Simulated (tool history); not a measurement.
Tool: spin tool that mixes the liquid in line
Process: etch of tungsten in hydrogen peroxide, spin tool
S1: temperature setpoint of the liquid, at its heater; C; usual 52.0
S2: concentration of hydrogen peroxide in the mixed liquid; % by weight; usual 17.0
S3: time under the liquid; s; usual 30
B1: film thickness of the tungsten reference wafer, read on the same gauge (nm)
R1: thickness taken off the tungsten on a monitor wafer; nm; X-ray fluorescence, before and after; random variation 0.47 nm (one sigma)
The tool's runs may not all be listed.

| run | hour | S1 | S2 | S3 | B1 | R1 |
|---|---|---|---|---|---|---|
| 1 | 0.0 | 52.0 | 17.0 | 30 | 149.99 | 81.27 |
| 2 | 42.4 | 58.0 | 17.0 | 30 | 150.00 | 116.73 |
| 3 | 96.8 | 58.0 | 17.0 | 30 | 150.01 | 116.59 |
| 4 | 169.0 | 58.0 | 17.0 | 30 | 150.01 | 117.49 |
| 5 | 208.7 | 52.0 | 18.0 | 30 | 149.99 | 83.21 |
| 6 | 254.1 | 49.5 | 17.0 | 45 | 150.00 | 108.86 |
| 7 | 454.1 | 49.5 | 17.0 | 45 | 150.00 | 108.12 |
| 8 | 547.8 | 52.0 | 17.0 | 30 | 150.00 | 83.88 |
| 9 | 651.2 | 52.0 | 17.0 | 30 | 149.99 | 84.37 |
| 10 | 736.4 | 52.0 | 17.0 | 30 | 149.98 | 83.71 |
| 11 | 820.6 | 52.0 | 17.0 | 45 | 150.02 | 124.51 |
| 12 | 1045.5 | 48.5 | 17.0 | 25 | 150.01 | 55.27 |
| 13 | 1094.3 | 52.0 | 17.0 | 30 | 150.01 | 82.20 |
| 14 | 1160.5 | 58.0 | 17.0 | 30 | 150.00 | 117.04 |
| 15 | 1219.1 | 56.5 | 20.0 | 30 | 150.00 | 116.78 |
| 16 | 1255.7 | 52.0 | 17.0 | 15 | 149.99 | 41.16 |
| 17 | 1306.4 | 52.0 | 17.0 | 30 | 150.01 | 81.81 |
| 18 | 1378.2 | 61.5 | 21.5 | 20 | 150.00 | 105.96 |
| 19 | 1477.1 | 52.0 | 17.0 | 30 | 149.98 | 84.55 |
| 20 | 1538.5 | 58.0 | 14.0 | 45 | 150.00 | 162.54 |
| 21 | 1577.0 | 52.0 | 17.0 | 30 | 150.00 | 83.79 |
| 22 | 1668.7 | 52.0 | 14.5 | 30 | 149.99 | 77.03 |
| 23 | 1752.7 | 52.0 | 17.0 | 20 | 150.00 | 55.97 |
| 24 | 1830.0 | 52.0 | 17.0 | 30 | 150.00 | 83.36 |
| 25 | 1935.2 | 52.0 | 15.5 | 30 | 149.99 | 79.89 |

Not shown: 8 entries that the log had between the listed runs. Between which runs, and how does the tool's hidden state differ before and after?
Between runs 5 and 6: new drum of peroxide connected (hour 218.8)
  peroxide weaker than its label (%): 7.92 -> 0.814
  measured less the result without the state, R1: -3.51 -> -0.44 nm
Between runs 6 and 7: thermometer replaced (hour 361.1)
  peroxide weaker than its label (%): 0.814 -> 1.91
  measured less the result without the state, R1: -0.44 -> -1.05 nm
Between runs 8 and 9: peroxide flow meter replaced (hour 567.9)
  peroxide weaker than its label (%): 2.43 -> 3
  measured less the result without the state, R1: -1.04 -> -1.29 nm
Between runs 11 and 12: gauge calibrated (hour 898.9)
  peroxide weaker than its label (%): 3.93 -> 5.16
  measured less the result without the state, R1: -2.53 -> -1.49 nm
Between runs 13 and 14: thermometer replaced (hour 1112.9)
  peroxide weaker than its label (%): 5.43 -> 5.8
  measured less the result without the state, R1: -2.33 -> -3.54 nm
Between runs 14 and 15: heated supply line repaired (hour 1190.8)
  peroxide weaker than its label (%): 5.8 -> 6.12
  measured less the result without the state, R1: -3.54 -> -3.74 nm
Between runs 18 and 19: new drum of peroxide connected (hour 1463.2)
  peroxide weaker than its label (%): 6.99 -> 1.11
  measured less the result without the state, R1: -3.91 -> -0.47 nm
Between runs 23 and 24: thermometer replaced (hour 1754.1)
  peroxide weaker than its label (%): 2.62 -> 3.05
  measured less the result without the state, R1: -0.75 -> -1.30 nm

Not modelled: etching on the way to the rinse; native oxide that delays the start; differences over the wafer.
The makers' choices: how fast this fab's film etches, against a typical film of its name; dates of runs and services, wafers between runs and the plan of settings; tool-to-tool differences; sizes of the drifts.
